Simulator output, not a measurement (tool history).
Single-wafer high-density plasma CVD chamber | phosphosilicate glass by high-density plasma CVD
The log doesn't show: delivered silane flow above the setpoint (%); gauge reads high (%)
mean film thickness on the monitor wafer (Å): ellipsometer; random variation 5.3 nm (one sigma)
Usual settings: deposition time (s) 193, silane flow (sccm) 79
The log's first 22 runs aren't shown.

| run | day | deposition time (s) | silane flow (sccm) | wafers since the last listed run | hours since the silane flow controller was replaced | hours since the gauge calibration | read-back reference wafer on the same gauge, thickness_nm | mean film thickness on the monitor wafer (Å) |
|---|---|---|---|---|---|---|---|---|
| 23 | 25.275 | 220 | 65 | 122 | 68.0 | 150.8 | 1550.080 | 14915.95 |
| 24 | 26.629 | 193 | 79 | 235 | 100.5 | 183.3 | 1553.472 | 14957.09 |
| 25 | 27.275 | 193 | 67 | 112 | 116.0 | 198.8 | 1548.919 | 13362.80 |
| 26 | 28.446 | 193 | 79 | 203 | 144.1 | 226.9 | 1549.024 | 14890.63 |
| 27 | 29.062 | 193 | 94 | 107 | 158.9 | 241.7 | 1549.630 | 17003.12 |
|  | 32.229 | silane flow controller replaced, repeated, since the last time left the tool worse |
| 28 | 32.250 | 231 | 79 | 496 | 0.5 | 318.2 | 1549.674 | 19052.43 |
| 29 | 33.200 | 173 | 79 | 165 | 23.3 | 341.0 | 1550.170 | 14179.65 |
| 30 | 34.162 | 193 | 83 | 167 | 46.4 | 364.1 | 1551.245 | 16462.42 |
| 31 | 35.267 | 193 | 79 | 192 | 72.9 | 390.6 | 1551.175 | 15888.16 |
| 32 | 36.367 | 220 | 79 | 191 | 99.3 | 417.0 | 1548.116 | 18053.55 |
| 33 | 37.683 | 193 | 79 | 229 | 130.9 | 448.6 | 1550.486 | 15760.26 |
| 34 | 38.404 | 211 | 79 | 125 | 148.2 | 465.9 | 1550.243 | 17335.70 |
| 35 | 39.138 | 193 | 79 | 127 | 165.8 | 483.5 | 1550.513 | 15758.81 |
| 36 | 39.908 | 161 | 75 | 134 | 184.3 | 502.0 | 1547.207 | 12782.94 |
| 37 | 40.550 | 193 | 79 | 111 | 199.7 | 517.4 | 1552.001 | 15832.40 |
| 38 | 41.654 | 193 | 79 | 192 | 226.2 | 543.9 | 1550.561 | 15921.05 |
| 39 | 42.412 | 157 | 85 | 132 | 244.4 | 562.1 | 1549.462 | 13558.89 |

Forecast each of these 3 alternatives for the next run:
| A | 42.433 | 219 | 79 | 3 | 244.9 | 562.6 | ? | ? |
| B | 42.433 | 170 | 65 | 3 | 244.9 | 562.6 | ? | ? |
| C | 42.433 | 193 | 90 | 3 | 244.9 | 562.6 | ? | ? |

| run | read-back reference wafer on the same gauge, thickness_nm | mean film thickness on the monitor wafer (Å) |
|---|---|---|
| A | 1548.791 | 17984.68 |
| B | 1548.791 | 12197.60 |
| C | 1548.791 | 17422.24 |
Without the tool's hidden state the same runs would have given:
| run | mean film thickness on the monitor wafer (Å) |
|---|---|
| A | 17965.73 |
| B | 12184.75 |
| C | 17403.88 |

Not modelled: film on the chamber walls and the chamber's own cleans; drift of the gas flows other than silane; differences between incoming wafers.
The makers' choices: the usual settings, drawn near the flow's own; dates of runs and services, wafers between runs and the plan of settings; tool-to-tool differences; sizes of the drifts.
